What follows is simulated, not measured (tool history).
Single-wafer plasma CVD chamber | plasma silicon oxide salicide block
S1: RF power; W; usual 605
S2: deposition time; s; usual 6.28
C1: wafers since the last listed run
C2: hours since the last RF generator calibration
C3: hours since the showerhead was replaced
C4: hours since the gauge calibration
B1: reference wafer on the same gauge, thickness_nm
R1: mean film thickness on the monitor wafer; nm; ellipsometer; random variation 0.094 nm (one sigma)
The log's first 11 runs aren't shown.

run	hour	S1	S2	C1	C2	C3	C4	B1	R1
12	157.1	605	6.28	393	1667.3	3513.2	286.0	58.825	62.356
13	174.6	605	6.28	701	1684.8	3530.7	303.5	58.839	62.320
14	187.9	605	6.28	533	1698.1	3544.0	316.8	58.826	62.233
15	198.1	605	6.28	409	1708.3	3554.2	327.0	58.870	62.324
16	217.9	530	6.28	794	1728.1	3574.0	346.8	58.850	60.420
17	235.5	605	5.70	705	1745.7	3591.6	364.4	58.823	56.567
# hour 243.7: RF generator calibrated
18	249.8	605	6.28	252	6.1	3605.9	378.7	58.840	62.405
19	264.1	695	6.74	573	20.4	3620.2	393.0	58.853	69.087
20	273.7	605	6.28	385	30.0	3629.8	402.6	58.821	62.274
21	280.4	680	5.22	268	36.7	3636.5	409.3	58.803	53.229
22	287.3	690	6.88	276	43.6	3643.4	416.2	58.821	70.314
23	303.5	650	6.28	649	59.8	3659.6	432.4	58.824	63.412
# hour 316.1: gauge calibrated
24	317.4	605	6.28	557	73.7	3673.5	1.3	59.223	62.715
25	327.9	555	5.42	421	84.2	3684.0	11.8	59.199	53.188
# hour 336.6: showerhead replaced
26	337.1	640	7.02	48	93.4	0.5	21.0	59.163	70.959
27	345.5	710	6.84	336	101.8	8.9	29.4	59.162	70.861
28	352.8	605	5.73	292	109.1	16.2	36.7	59.132	57.091

The next listed run, before its measurement:
29	369.5	605	6.28	669	125.8	32.9	53.4	?	?

B1: 59.100
R1: 62.513 nm
Without the tool's hidden state the same run would have given R1 62.624 nm.

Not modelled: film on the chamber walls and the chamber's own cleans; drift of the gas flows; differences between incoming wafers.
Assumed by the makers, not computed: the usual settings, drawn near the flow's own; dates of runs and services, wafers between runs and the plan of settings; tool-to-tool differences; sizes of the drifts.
